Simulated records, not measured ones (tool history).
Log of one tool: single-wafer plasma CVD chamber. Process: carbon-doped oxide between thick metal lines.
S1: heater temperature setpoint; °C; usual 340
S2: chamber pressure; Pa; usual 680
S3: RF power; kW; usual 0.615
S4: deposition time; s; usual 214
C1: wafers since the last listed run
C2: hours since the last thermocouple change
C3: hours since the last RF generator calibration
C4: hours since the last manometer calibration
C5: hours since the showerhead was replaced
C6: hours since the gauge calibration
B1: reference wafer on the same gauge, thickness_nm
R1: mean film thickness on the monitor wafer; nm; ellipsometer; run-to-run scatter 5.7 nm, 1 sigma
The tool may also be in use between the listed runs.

run 1 hour=0.0 | S1=344 S2=680 S3=0.615 S4=214 | C1=0 C2=1531.9 C3=1038.1 C4=2757.7 C5=7178.7 C6=145.5 | B1=1229.859 | R1=1282.032
run 2 hour=27.8 | S1=340 S2=680 S3=0.615 S4=214 | C1=131 C2=1559.7 C3=1065.9 C4=2785.5 C5=7206.5 C6=173.3 | B1=1230.248 | R1=1309.029
run 3 hour=51.6 | S1=340 S2=680 S3=0.615 S4=214 | C1=112 C2=1583.5 C3=1089.7 C4=2809.3 C5=7230.3 C6=197.1 | B1=1228.768 | R1=1296.390
run 4 hour=68.8 | S1=340 S2=680 S3=0.615 S4=214 | C1=81 C2=1600.7 C3=1106.9 C4=2826.5 C5=7247.5 C6=214.3 | B1=1229.861 | R1=1309.833
run 5 hour=86.8 | S1=340 S2=680 S3=0.615 S4=214 | C1=85 C2=1618.7 C3=1124.9 C4=2844.5 C5=7265.5 C6=232.3 | B1=1230.840 | R1=1309.037
run 6 hour=110.5 | S1=340 S2=680 S3=0.615 S4=214 | C1=112 C2=1642.4 C3=1148.6 C4=2868.2 C5=7289.2 C6=256.0 | B1=1230.753 | R1=1298.999
run 7 hour=142.3 | S1=340 S2=680 S3=0.615 S4=214 | C1=150 C2=1674.2 C3=1180.4 C4=2900.0 C5=7321.0 C6=287.8 | B1=1229.010 | R1=1298.726
run 8 hour=157.9 | S1=340 S2=680 S3=0.615 S4=194 | C1=73 C2=1689.8 C3=1196.0 C4=2915.6 C5=7336.6 C6=303.4 | B1=1230.354 | R1=1175.856
run 9 hour=263.8 | S1=340 S2=680 S3=0.615 S4=194 | C1=502 C2=1795.7 C3=1301.9 C4=3021.5 C5=7442.5 C6=409.3 | B1=1229.145 | R1=1163.532
-- hour=277.3 RF generator calibrated
run 10 hour=290.4 | S1=340 S2=680 S3=0.615 S4=194 | C1=88 C2=1822.3 C3=13.1 C4=3048.1 C5=7469.1 C6=435.9 | B1=1228.367 | R1=1149.412
-- hour=318.5 gauge calibrated
run 11 hour=321.9 | S1=340 S2=680 S3=0.615 S4=214 | C1=149 C2=1853.8 C3=44.6 C4=3079.6 C5=7500.6 C6=3.4 | B1=1231.335 | R1=1258.931
-- hour=338.5 capacitance manometer re-zeroed and calibrated
run 12 hour=348.9 | S1=340 S2=680 S3=0.615 S4=214 | C1=90 C2=1880.8 C3=71.6 C4=10.4 C5=7527.6 C6=30.4 | B1=1230.518 | R1=1256.798
run 13 hour=376.7 | S1=330 S2=680 S3=0.615 S4=214 | C1=131 C2=1908.6 C3=99.4 C4=38.2 C5=7555.4 C6=58.2 | B1=1229.884 | R1=1290.595
run 14 hour=412.5 | S1=333 S2=680 S3=0.565 S4=182 | C1=169 C2=1944.4 C3=135.2 C4=74.0 C5=7591.2 C6=94.0 | B1=1231.594 | R1=1044.434
run 15 hour=429.7 | S1=344 S2=789 S3=0.735 S4=214 | C1=81 C2=1961.6 C3=152.4 C4=91.2 C5=7608.4 C6=111.2 | B1=1229.733 | R1=1398.495
-- hour=448.9 RF generator calibrated, repeated, since the last time left the tool worse
run 16 hour=460.7 | S1=328 S2=743 S3=0.670 S4=214 | C1=109 C2=1992.6 C3=11.8 C4=122.2 C5=7639.4 C6=142.2 | B1=1230.094 | R1=1443.572
-- hour=483.3 showerhead replaced
run 17 hour=483.8 | S1=332 S2=841 S3=0.710 S4=202 | C1=71 C2=2015.7 C3=34.9 C4=145.3 C5=0.5 C6=165.3 | B1=1228.966 | R1=1419.690
run 18 hour=511.3 | S1=328 S2=728 S3=0.525 S4=214 | C1=130 C2=2043.2 C3=62.4 C4=172.8 C5=28.0 C6=192.8 | B1=1228.495 | R1=1280.507
-- hour=523.0 thermocouple changed; heater temperature recalibrated
run 19 hour=537.9 | S1=326 S2=515 S3=0.570 S4=253 | C1=88 C2=14.9 C3=89.0 C4=199.4 C5=54.6 C6=219.4 | B1=1230.900 | R1=1525.248
run 20 hour=557.1 | S1=351 S2=769 S3=0.570 S4=176 | C1=91 C2=34.1 C3=108.2 C4=218.6 C5=73.8 C6=238.6 | B1=1230.681 | R1=1044.359
run 21 hour=591.1 | S1=336 S2=680 S3=0.655 S4=214 | C1=161 C2=68.1 C3=142.2 C4=252.6 C5=107.8 C6=272.6 | B1=1230.470 | R1=1398.215
run 22 hour=619.5 | S1=340 S2=680 S3=0.655 S4=214 | C1=134 C2=96.5 C3=170.6 C4=281.0 C5=136.2 C6=301.0 | B1=1230.172 | R1=1365.827
run 23 hour=645.4 | S1=348 S2=729 S3=0.615 S4=214 | C1=122 C2=122.4 C3=196.5 C4=306.9 C5=162.1 C6=326.9 | B1=1230.076 | R1=1310.898
run 24 hour=661.5 | S1=340 S2=680 S3=0.615 S4=214 | C1=76 C2=138.5 C3=212.6 C4=323.0 C5=178.2 C6=343.0 | B1=1228.950 | R1=1331.753
run 25 hour=685.0 | S1=340 S2=680 S3=0.615 S4=214 | C1=111 C2=162.0 C3=236.1 C4=346.5 C5=201.7 C6=366.5 | B1=1229.492 | R1=1336.515
run 26 hour=706.5 | S1=350 S2=536 S3=0.615 S4=214 | C1=101 C2=183.5 C3=257.6 C4=368.0 C5=223.2 C6=388.0 | B1=1229.363 | R1=1264.649

Forecast each of these 5 alternatives for the next run:
run A hour=707.0 | S1=340 S2=592 S3=0.615 S4=214 | C1=2 C2=184.0 C3=258.1 C4=368.5 C5=223.7 C6=388.5 | B1=? | R1=?
run B hour=707.0 | S1=340 S2=680 S3=0.510 S4=172 | C1=2 C2=184.0 C3=258.1 C4=368.5 C5=223.7 C6=388.5 | B1=? | R1=?
run C hour=707.0 | S1=340 S2=680 S3=0.690 S4=214 | C1=2 C2=184.0 C3=258.1 C4=368.5 C5=223.7 C6=388.5 | B1=? | R1=?
run D hour=707.0 | S1=340 S2=680 S3=0.615 S4=240 | C1=2 C2=184.0 C3=258.1 C4=368.5 C5=223.7 C6=388.5 | B1=? | R1=?
run E hour=707.0 | S1=329 S2=843 S3=0.615 S4=189 | C1=2 C2=184.0 C3=258.1 C4=368.5 C5=223.7 C6=388.5 | B1=? | R1=?

run=A B1=1227.627 R1=1304.108
run=B B1=1227.627 R1=967.679
run=C B1=1227.627 R1=1406.966
run=D B1=1227.627 R1=1486.399
run=E B1=1227.627 R1=1233.462
With the hidden condition removed and each run's random variation left untouched, the same runs would have given:
run=A R1=1307.087
run=B R1=969.960
run=C R1=1410.088
run=D R1=1489.794
run=E R1=1236.279
